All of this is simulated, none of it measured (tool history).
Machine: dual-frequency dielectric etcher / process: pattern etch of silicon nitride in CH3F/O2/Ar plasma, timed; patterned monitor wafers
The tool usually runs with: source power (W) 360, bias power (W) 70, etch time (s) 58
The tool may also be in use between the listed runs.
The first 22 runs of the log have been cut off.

| run | day | source power (W) | bias power (W) | etch time (s) | read-back reference wafer on the same gauge, depth_nm | mean etch depth across the wafer (Å) |
|---|---|---|---|---|---|---|
| 23 | 12.312 | 320 | 57 | 46.5 | 38.6 | 282.7 |
| 24 | 13.308 | 430 | 75 | 42 | 38.59 | 315.1 |
| 25 | 13.812 | 410 | 61 | 58 | 38.6 | 405.8 |
| 26 | 14.538 | 300 | 84 | 66 | 38.63 | 419.2 |
| 27 | 14.967 | 360 | 70 | 75 | 38.59 | 505 |
| 28 | 15.692 | 360 | 63 | 68 | 38.59 | 449 |
| 29 | 16.333 | 360 | 70 | 58 | 38.61 | 390.7 |
| 30 | 16.662 | 360 | 70 | 58 | 38.61 | 390.9 |
| 31 | 18.875 | 360 | 70 | 58 | 38.58 | 389.7 |

Forecast each of these 3 alternatives for the next run:
| A | 18.892 | 360 | 70 | 58 | ? | ? |
| B | 18.892 | 410 | 59 | 42.5 | ? | ? |
| C | 18.892 | 410 | 70 | 71 | ? | ? |

| run | read-back reference wafer on the same gauge, depth_nm | mean etch depth across the wafer (Å) |
|---|---|---|
| A | 38.61 | 390.1 |
| B | 38.61 | 295.6 |
| C | 38.61 | 510.9 |
Take away the tool's hidden state, keep each run's random variation, and the runs would have read:
| run | mean etch depth across the wafer (Å) |
|---|---|
| A | 392.1 |
| B | 297.2 |
| C | 513.7 |
